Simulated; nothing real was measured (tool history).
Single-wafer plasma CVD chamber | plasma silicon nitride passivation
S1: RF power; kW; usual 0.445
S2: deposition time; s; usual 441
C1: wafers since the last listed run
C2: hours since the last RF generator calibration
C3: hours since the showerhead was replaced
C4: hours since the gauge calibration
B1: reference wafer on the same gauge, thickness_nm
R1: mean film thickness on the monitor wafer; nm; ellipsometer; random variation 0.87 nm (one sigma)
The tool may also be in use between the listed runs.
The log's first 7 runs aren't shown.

| run | hour | S1 | S2 | C1 | C2 | C3 | C4 | B1 | R1 |
|---|---|---|---|---|---|---|---|---|---|
| 8 | 81 | 0.445 | 441 | 49 | 2299.3 | 2153.8 | 533.7 | 585.783 | 583.64 |
| 9 | 95.3 | 0.47 | 405 | 55 | 2313.6 | 2168.1 | 548 | 586.164 | 543.504 |
| 10 | 108.9 | 0.47 | 405 | 53 | 2327.2 | 2181.7 | 561.6 | 585.857 | 541.202 |
| 11 | 119.2 | 0.47 | 405 | 40 | 2337.5 | 2192 | 571.9 | 585.875 | 541.772 |
| 12 | 126.5 | 0.445 | 469 | 28 | 2344.8 | 2199.3 | 579.2 | 586.014 | 620.31 |
| 13 | 139.2 | 0.445 | 469 | 49 | 2357.5 | 2212 | 591.9 | 586.143 | 620.387 |
| 14 | 156.8 | 0.465 | 478 | 68 | 2375.1 | 2229.6 | 609.5 | 586.215 | 637.457 |
| 15 | 172 | 0.445 | 441 | 59 | 2390.3 | 2244.8 | 624.7 | 586.157 | 584.177 |
| 16 | 184.9 | 0.445 | 441 | 50 | 2403.2 | 2257.7 | 637.6 | 585.726 | 583.026 |
| 17 | 199.9 | 0.445 | 441 | 58 | 2418.2 | 2272.7 | 652.6 | 586.027 | 583.093 |
|  | 202.6 | gauge calibrated |
| 18 | 217.5 | 0.445 | 500 | 68 | 2435.8 | 2290.3 | 14.9 | 585.851 | 660.427 |
| 19 | 232.6 | 0.445 | 500 | 59 | 2450.9 | 2305.4 | 30 | 586.088 | 662.448 |
| 20 | 249.6 | 0.445 | 407 | 66 | 2467.9 | 2322.4 | 47 | 586.182 | 537.849 |
| 21 | 267 | 0.445 | 407 | 68 | 2485.3 | 2339.8 | 64.4 | 585.993 | 537.852 |
| 22 | 277 | 0.445 | 407 | 39 | 2495.3 | 2349.8 | 74.4 | 586.063 | 538.354 |
| 23 | 286.2 | 0.445 | 441 | 35 | 2504.5 | 2359 | 83.6 | 585.886 | 583.576 |
|  | 304 | RF generator calibrated |
| 24 | 304.5 | 0.36 | 394 | 40 | 0.5 | 2377.3 | 101.9 | 585.884 | 498.912 |
| 25 | 317.6 | 0.475 | 441 | 51 | 13.6 | 2390.4 | 115 | 586.201 | 591.3 |
| 26 | 331.9 | 0.475 | 515 | 55 | 27.9 | 2404.7 | 129.3 | 586.097 | 692.688 |

Forecast run 27:
| 27 | 343.7 | 0.375 | 372 | 46 | 39.7 | 2416.5 | 141.1 | ? | ? |

Run 27 gave B1 586.148, R1 473.5 nm.
Without the tool's hidden state the same run would have given R1 473.5 nm.

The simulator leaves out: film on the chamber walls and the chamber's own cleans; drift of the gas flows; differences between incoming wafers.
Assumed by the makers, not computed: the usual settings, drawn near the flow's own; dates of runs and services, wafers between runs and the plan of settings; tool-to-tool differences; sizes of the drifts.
